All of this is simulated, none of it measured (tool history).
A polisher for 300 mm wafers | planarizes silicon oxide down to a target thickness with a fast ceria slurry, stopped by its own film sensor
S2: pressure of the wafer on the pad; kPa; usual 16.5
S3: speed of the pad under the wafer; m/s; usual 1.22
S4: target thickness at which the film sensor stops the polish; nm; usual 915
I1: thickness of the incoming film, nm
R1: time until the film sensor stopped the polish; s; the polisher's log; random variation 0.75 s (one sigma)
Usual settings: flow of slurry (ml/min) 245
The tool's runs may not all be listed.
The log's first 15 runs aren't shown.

Run 16, hour 181.7: usual settings; I1 1659.6. Result: R1 45.1 s.
At hour 209.9: worn pad replaced by a new one.
Run 17, hour 217.1: usual settings; I1 1694.2. Result: R1 51.1 s.
Run 18, hour 224: usual settings but S2 20.7 kPa, S4 810 nm; I1 1655.7. Result: R1 44.9 s.
Run 19, hour 234.8: usual settings; I1 1690.5. Result: R1 48.9 s.
Run 20, hour 242.4: usual settings but S3 1.48 m/s; I1 1685.2. Result: R1 42.1 s.
Run 21, hour 256.4: usual settings but S2 15.2 kPa, S4 1034 nm; I1 1651.5. Result: R1 43.1 s.
Run 22, hour 267.9: usual settings but flow of slurry (ml/min) 275, S2 11 kPa, S4 1050 nm; I1 1696.6. Result: R1 56.3 s.
At hour 301.1: slurry nozzle cleaned.
Run 23, hour 315.4: usual settings but flow of slurry (ml/min) 160, S3 1.38 m/s; I1 1691.9. Result: R1 45.2 s.
Run 24, hour 329.1: usual settings but flow of slurry (ml/min) 285; I1 1691.4. Result: R1 44.2 s.
Run 25, hour 339.2: usual settings but S2 15.2 kPa; I1 1675.9. Result: R1 47.2 s.
Run 26, hour 348: usual settings but flow of slurry (ml/min) 165, S2 11.7 kPa, S3 1.56 m/s, S4 1023 nm; I1 1703.8. Result: R1 45.8 s.
Run 27, hour 364: usual settings; I1 1670.9. Result: R1 43.6 s.
Run 28, hour 381.3: usual settings but S3 0.82 m/s; I1 1688. Result: R1 56.7 s.
Run 29, hour 394.7: usual settings; I1 1699.4. Result: R1 46.9 s.

Run 30 comes next. What will it give?
Run 30, hour 401.3: usual settings but flow of slurry (ml/min) 275, S2 11 kPa, S4 1050 nm; I1 1695.2. Result: R1 ?.

Run 30 gave R1 50 s.
Without the tool's hidden state the same run would have given R1 49.3 s.

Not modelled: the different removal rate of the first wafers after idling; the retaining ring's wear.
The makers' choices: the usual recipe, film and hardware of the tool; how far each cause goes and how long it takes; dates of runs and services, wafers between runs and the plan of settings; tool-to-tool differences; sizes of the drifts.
